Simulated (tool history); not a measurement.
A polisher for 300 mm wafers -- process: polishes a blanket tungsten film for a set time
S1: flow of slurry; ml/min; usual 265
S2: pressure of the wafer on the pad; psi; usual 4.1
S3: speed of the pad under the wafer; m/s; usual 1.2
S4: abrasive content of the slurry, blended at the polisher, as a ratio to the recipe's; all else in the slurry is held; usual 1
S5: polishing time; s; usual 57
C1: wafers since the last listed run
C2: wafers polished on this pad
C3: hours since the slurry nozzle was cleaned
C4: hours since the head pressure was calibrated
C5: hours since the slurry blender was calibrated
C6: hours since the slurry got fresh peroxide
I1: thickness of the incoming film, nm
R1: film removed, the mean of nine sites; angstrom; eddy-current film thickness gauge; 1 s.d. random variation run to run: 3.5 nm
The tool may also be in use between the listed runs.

run     day   S1   S2    S3    S4  S5    C1    C2     C3      C4     C5     C6      I1    R1
  1       0  265  4.1   1.2     1  57     0  2136  200.2   992.2    401  323.3   998.9  3703
  2   3.996  265  4.5   1.2     1  57   635  2772  296.1  1088.1  496.9  419.2  1003.4  3933
  3   6.833  265  4.1   1.2  1.15  57   451  3224  364.2  1156.2    565  487.3  1000.3  3681
  4   8.783  265  4.1  1.12     1  72   310  3534    411    1203  611.8  534.1  1002.3  4208
     10.742  -- slurry tank refilled with fresh slurry and peroxide
     11.146  -- slurry blender recalibrated
  5  11.592  265  4.1   1.2     1  57   426  3961  478.4  1270.4   10.7   20.4  1012.9  3978
     13.688  -- head pressure recalibrated
  6  14.654  265  4.1  1.04     1  57   474  4435  551.9    23.2   84.2   93.9  1009.9  3408
     15.271  -- worn pad replaced by a new one
  7  16.604  265  4.1  0.86     1  57   283   212  598.7      70    131  140.7  1012.3  2828
     19.929  -- slurry nozzle cleaned
  8  20.454  180    3   1.2     1  57   605   818   12.6   162.4  223.4  233.1   995.8  2705
  9  22.296  265  4.1  1.56     1  57   293  1111   56.8   206.6  267.6  277.3    1004  4773
 10  26.742  265  4.1   1.2  0.85  57   707  1818  163.5   313.3  374.3    384  1008.2  3560
     36.017  -- slurry tank refilled with fresh slurry and peroxide
     38.138  -- worn pad replaced by a new one
 11  39.171  265  4.1   1.2     1  57  1944   164  461.8   611.6  672.6   75.7   994.8  3976
     40.783  -- slurry blender recalibrated
     43.229  -- slurry nozzle cleaned
 12  43.258  240    3   1.5     1  43   630   794    0.7   709.7   59.4  173.8  1013.4  2665
 13  45.738  265  4.9  1.46     1  57   394  1189   60.2   769.2  118.9  233.3  1015.8  5379
 14  50.088  190  4.1   1.2     1  57   692  1881  164.6   873.6  223.3  337.7  1008.2  3517
 15  52.554  265  4.1   1.2     1  52   392  2273  223.8   932.8  282.5  396.9  1010.8  3338
 16  56.162  265  4.1   1.2     1  57   574  2847  310.4  1019.4  369.1  483.5  1009.1  3689
     58.746  -- slurry tank refilled with fresh slurry and peroxide
 17  58.767  265  4.5   1.2     1  57   407  3255  372.9  1081.9  431.6    0.5  1004.6  4450
     61.821  -- worn pad replaced by a new one
 18  63.179  205  4.1  0.82  1.15  47   675   215  478.8  1187.8  537.5  106.4   991.4  2258
     64.392  -- head pressure recalibrated
 19  65.217  265  2.8   1.2   0.8  57   310   526  527.7    19.8  586.4  155.3  1029.1  2527
 20    67.8  265  4.1  0.94     1  57   411   937  589.7    81.8  648.4  217.3  1009.7  2989
     68.029  -- slurry blender recalibrated
 21  70.192  265  4.1   1.2     1  57   367  1305  647.1   139.2   51.9  274.7   996.5  3671
     71.738  -- slurry nozzle cleaned
 22  72.771  265  4.1  1.52  0.85  39   403  1708   24.8   201.1  113.8  336.6  1018.7  3070

Run 23, settings as shown, results not yet in. Your forecast:
 23  77.046  265  4.1  1.2   1  57  680  2389  127.4  303.7  216.4  439.2  1021   ?

{"run 23": {"R1": 3541}}
If the tool had no hidden condition, the same run with the same run-to-run variation would have returned R1 4009 angstrom.
